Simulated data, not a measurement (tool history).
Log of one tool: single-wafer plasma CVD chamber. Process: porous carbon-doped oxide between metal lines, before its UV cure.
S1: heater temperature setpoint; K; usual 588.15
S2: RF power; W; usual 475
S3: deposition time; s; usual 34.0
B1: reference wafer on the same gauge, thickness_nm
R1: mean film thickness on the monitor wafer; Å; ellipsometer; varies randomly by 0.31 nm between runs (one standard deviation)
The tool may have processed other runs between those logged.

run   hour      S1   S2    S3       B1       R1
  1    0.0  600.15  475  34.0  130.038  1456.68
  2   18.3  588.15  475  34.0  129.996  1540.30
  3   39.0  588.15  475  34.0  129.977  1540.20
  4   66.1  588.15  475  34.0  129.997  1535.00
  5   97.7  588.15  475  34.0  129.964  1542.22
  6  117.9  588.15  450  34.0  130.038  1475.25
  7  150.4  588.15  450  34.0  130.022  1478.78
     162.4  -- gauge calibrated
     167.1  -- RF generator calibrated
  8  167.6  588.15  450  34.0  129.981  1478.31
  9  177.2  595.15  560  29.6  129.997  1473.25
     197.0  -- showerhead replaced, of another model than before
 10  197.5  582.15  475  32.3  130.039  1518.25
     228.4  -- thermocouple changed; heater temperature recalibrated
 11  228.9  588.15  400  31.2  129.961  1138.54
 12  255.6  588.15  475  34.0  130.012  1505.09
 13  278.3  588.15  475  34.0  130.024  1510.44
 14  291.9  588.15  475  34.0  129.995  1512.29
 15  306.5  588.15  410  34.0  129.997  1285.30
 16  333.5  588.15  475  36.5  130.016  1618.72

Consider 3 possible next runs. They are alternatives, not a sequence: every one starts from the tool as it was left by run 16. What does each give?
  A  333.9  588.15  420  34.0   ?   ?
  B  333.9  588.15  380  37.1   ?   ?
  C  333.9  576.15  445  36.6   ?   ?

run       B1       R1
  A  130.020  1319.32
  B  130.020  1267.41
  C  130.020  1609.44
What these runs would have given with no unlogged condition in the tool:
run       R1
  A  1314.37
  B  1262.66
  C  1603.00

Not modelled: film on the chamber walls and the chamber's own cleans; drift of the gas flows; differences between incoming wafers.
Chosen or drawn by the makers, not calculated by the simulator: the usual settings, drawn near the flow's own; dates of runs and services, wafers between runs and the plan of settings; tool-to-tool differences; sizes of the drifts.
